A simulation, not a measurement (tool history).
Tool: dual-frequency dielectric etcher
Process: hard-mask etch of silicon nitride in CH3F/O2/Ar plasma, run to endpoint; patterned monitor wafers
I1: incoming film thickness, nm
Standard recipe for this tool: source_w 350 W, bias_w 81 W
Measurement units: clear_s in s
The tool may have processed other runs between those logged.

run 1 hour=0.0 | source_w=390 bias_w=81 | I1=42.04 | clear_s=54.4
-- hour=64.7 wet clean of the chamber
run 2 hour=65.2 | source_w=390 bias_w=81 | I1=41.65 | clear_s=55.7
run 3 hour=336.3 | source_w=390 bias_w=81 | I1=41.76 | clear_s=55.1
run 4 hour=387.9 | source_w=350 bias_w=81 | I1=41.79 | clear_s=56.2
-- hour=422.2 bias power generator calibrated
-- hour=474.5 wet clean of the chamber
run 5 hour=475.0 | source_w=410 bias_w=81 | I1=42.08 | clear_s=52.6
run 6 hour=515.7 | source_w=410 bias_w=81 | I1=41.71 | clear_s=52.5
run 7 hour=574.6 | source_w=350 bias_w=81 | I1=42.20 | clear_s=54.3
run 8 hour=678.4 | source_w=350 bias_w=81 | I1=42.17 | clear_s=53.6
-- hour=728.2 wet clean of the chamber, repeated, since the last time left the tool worse
-- hour=749.9 source power generator calibrated
run 9 hour=771.1 | source_w=390 bias_w=81 | I1=42.26 | clear_s=56.3
-- hour=800.6 upper electrode replaced
run 10 hour=839.9 | source_w=430 bias_w=66 | I1=42.58 | clear_s=61.2
run 11 hour=906.6 | source_w=350 bias_w=81 | I1=41.88 | clear_s=56.6
run 12 hour=971.0 | source_w=380 bias_w=81 | I1=41.75 | clear_s=55.5
run 13 hour=1044.0 | source_w=350 bias_w=93 | I1=42.06 | clear_s=53.3
run 14 hour=1101.4 | source_w=440 bias_w=93 | I1=41.96 | clear_s=50.2
run 15 hour=1157.5 | source_w=380 bias_w=63 | I1=41.93 | clear_s=62.4
-- hour=1235.1 wet clean of the chamber
run 16 hour=1235.6 | source_w=300 bias_w=96 | I1=42.13 | clear_s=55.3

Branching from run 16: 5 alternative next runs. What would each branch give?
run A hour=1236.0 | source_w=350 bias_w=81 | I1=41.43 | clear_s=?
run B hour=1236.0 | source_w=390 bias_w=62 | I1=41.43 | clear_s=?
run C hour=1236.0 | source_w=430 bias_w=81 | I1=41.43 | clear_s=?
run D hour=1236.0 | source_w=430 bias_w=76 | I1=41.43 | clear_s=?
run E hour=1236.0 | source_w=350 bias_w=72 | I1=41.43 | clear_s=?

run=A clear_s=56.8
run=B clear_s=62.7
run=C clear_s=54.0
run=D clear_s=55.6
run=E clear_s=60.0
Had the tool no hidden state, the same runs would have come out as:
run=A clear_s=56.7
run=B clear_s=62.6
run=C clear_s=53.9
run=D clear_s=55.5
run=E clear_s=59.9
